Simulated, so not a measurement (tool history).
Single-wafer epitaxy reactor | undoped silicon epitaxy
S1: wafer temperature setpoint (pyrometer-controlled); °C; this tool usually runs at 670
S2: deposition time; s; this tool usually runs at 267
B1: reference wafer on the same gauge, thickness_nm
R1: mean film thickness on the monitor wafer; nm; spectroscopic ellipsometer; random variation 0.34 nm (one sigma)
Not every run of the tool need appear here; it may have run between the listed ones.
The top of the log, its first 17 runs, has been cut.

| run | day | S1 | S2 | B1 | R1 |
|---|---|---|---|---|---|
| 18 | 8.404 | 659 | 296 | 84.834 | 64.564 |
| 19 | 8.962 | 670 | 267 | 84.786 | 71.274 |
| 20 | 9.321 | 670 | 267 | 84.839 | 70.809 |
| 21 | 9.921 | 682 | 299 | 84.924 | 98.753 |
| 22 | 10.175 | 670 | 285 | 84.714 | 76.661 |
| 23 | 10.604 | 665 | 235 | 84.746 | 57.324 |
| 24 | 11.138 | 665 | 231 | 84.862 | 55.505 |
| 25 | 11.629 | 684 | 267 | 84.781 | 91.471 |
| 26 | 12.017 | 680 | 215 | 84.823 | 68.814 |
| 27 | 12.5 | 666 | 314 | 84.855 | 78.168 |
|  | 12.696 | gauge calibrated |
| 28 | 12.929 | 670 | 267 | 84.853 | 70.868 |
| 29 | 13.533 | 665 | 297 | 84.812 | 72.18 |
| 30 | 13.967 | 680 | 250 | 84.84 | 79.859 |
| 31 | 14.504 | 664 | 281 | 84.848 | 67.349 |
| 32 | 15.038 | 670 | 267 | 84.765 | 71.465 |
| 33 | 15.458 | 681 | 307 | 84.749 | 100.881 |
|  | 15.808 | pyrometer calibrated |
| 34 | 15.829 | 666 | 215 | 84.724 | 53.558 |
| 35 | 16.329 | 679 | 319 | 84.863 | 100.536 |
| 36 | 16.617 | 680 | 308 | 84.737 | 98.867 |
| 37 | 17.75 | 670 | 238 | 84.86 | 63.221 |
| 38 | 18.067 | 670 | 267 | 84.736 | 71.809 |
| 39 | 19.292 | 670 | 267 | 84.924 | 71.083 |
| 40 | 19.833 | 685 | 214 | 84.791 | 74.89 |

What if the next run were any one of these 4? Each begins from the tool's condition after run 40:
| A | 19.854 | 670 | 309 | ? | ? |
| B | 19.854 | 677 | 312 | ? | ? |
| C | 19.854 | 670 | 216 | ? | ? |
| D | 19.854 | 664 | 215 | ? | ? |

| run | B1 | R1 |
|---|---|---|
| A | 84.838 | 83.003 |
| B | 84.838 | 95.229 |
| C | 84.838 | 58.021 |
| D | 84.838 | 51.694 |
What these runs would have given with no unlogged condition in the tool:
| run | R1 |
|---|---|
| A | 83.003 |
| B | 95.229 |
| C | 58.021 |
| D | 51.694 |

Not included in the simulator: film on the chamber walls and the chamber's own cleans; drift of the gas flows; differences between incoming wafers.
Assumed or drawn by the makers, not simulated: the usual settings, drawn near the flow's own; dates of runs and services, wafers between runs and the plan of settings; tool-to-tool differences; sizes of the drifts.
